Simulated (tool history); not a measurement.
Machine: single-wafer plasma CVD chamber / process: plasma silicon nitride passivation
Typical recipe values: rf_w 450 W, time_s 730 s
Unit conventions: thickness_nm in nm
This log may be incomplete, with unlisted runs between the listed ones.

run	hour	rf_w	time_s	wafers since the last listed run	hours since the last RF generator calibration	hours since the showerhead was replaced	hours since the gauge calibration	read-back reference wafer on the same gauge, thickness_nm	thickness_nm
1	0	495	730	0	697.8	4726.9	883.7	948.847	1053.205
2	25.4	495	730	57	723.2	4752.3	909.1	949.08	1053.282
3	84.9	450	730	134	782.7	4811.8	968.6	950.234	1027.842
4	129.8	450	730	101	827.6	4856.7	1013.5	947.792	1030.365
5	190.5	450	730	136	888.3	4917.4	1074.2	948.997	1027.862
6	223	450	730	73	920.8	4949.9	1106.7	950.041	1014.498
7	275.2	450	730	117	973	5002.1	1158.9	951.815	1024.406
8	326.5	490	730	115	1024.3	5053.4	1210.2	949.063	1047.203
9	388.4	450	730	139	1086.2	5115.3	1272.1	949.701	1017.491
10	431.1	450	730	96	1128.9	5158	1314.8	951.563	1024.714
11	499.9	450	730	155	1197.7	5226.8	1383.6	949.121	1015.654
12	545.8	450	730	103	1243.6	5272.7	1429.5	947.296	1019.53
13	579.6	450	730	76	1277.4	5306.5	1463.3	949.872	1023.389
14	645.4	450	730	148	1343.2	5372.3	1529.1	949.619	1020.234
15	713.5	420	730	153	1411.3	5440.4	1597.2	950.181	998.78
16	778.7	450	730	147	1476.5	5505.6	1662.4	951.683	1007.313
# hour 807.2: gauge calibrated
17	849	450	730	158	1546.8	5575.9	41.8	949.975	1012.091
18	891.9	485	589	96	1589.7	5618.8	84.7	950.342	830.455
19	941.9	450	730	112	1639.7	5668.8	134.7	950.959	1001.392
# hour 972.1: RF generator calibrated
20	984.3	450	730	77	12.2	5711.2	177.1	950.226	1036.538
21	1030.6	450	730	104	58.5	5757.5	223.4	950.744	1032.173
22	1143.3	400	791	254	171.2	5870.2	336.1	948.798	1091.511
23	1198.9	450	688	125	226.8	5925.8	391.7	951.082	972.288
24	1239.8	450	730	92	267.7	5966.7	432.6	949.69	1030.27
# hour 1307.4: showerhead replaced
25	1307.9	490	788	135	335.8	0.5	500.7	948.501	1140.786
26	1346.4	510	628	86	374.3	39	539.2	950.054	923.58
27	1389.2	500	603	96	417.1	81.8	582	949.171	873.05
28	1423.4	500	730	77	451.3	116	616.2	949.025	1063.9
29	1479.9	425	671	127	507.8	172.5	672.7	949.434	932.014
30	1519.6	450	730	89	547.5	212.2	712.4	948.168	1027.713
31	1572	425	837	118	599.9	264.6	764.8	950.06	1165.601
32	1599.5	395	688	62	627.4	292.1	792.3	948.905	947.968
33	1632.4	400	797	74	660.3	325	825.2	949.221	1084.695
34	1664.2	450	730	71	692.1	356.8	857	951.246	1032.129

What if the next run were any one of these 4? Each begins from the tool's condition after run 34:
A	1664.8	450	730	1	692.7	357.4	857.6	?	?
B	1664.8	450	784	1	692.7	357.4	857.6	?	?
C	1664.8	375	618	1	692.7	357.4	857.6	?	?
D	1664.8	505	730	1	692.7	357.4	857.6	?	?

run	read-back reference wafer on the same gauge, thickness_nm	thickness_nm
A	948.683	1035.5
B	948.683	1112.098
C	948.683	837.066
D	948.683	1066.878
With the hidden condition removed and each run's random variation left untouched, the same runs would have given:
run	thickness_nm
A	1040.803
B	1117.794
C	841.353
D	1072.341
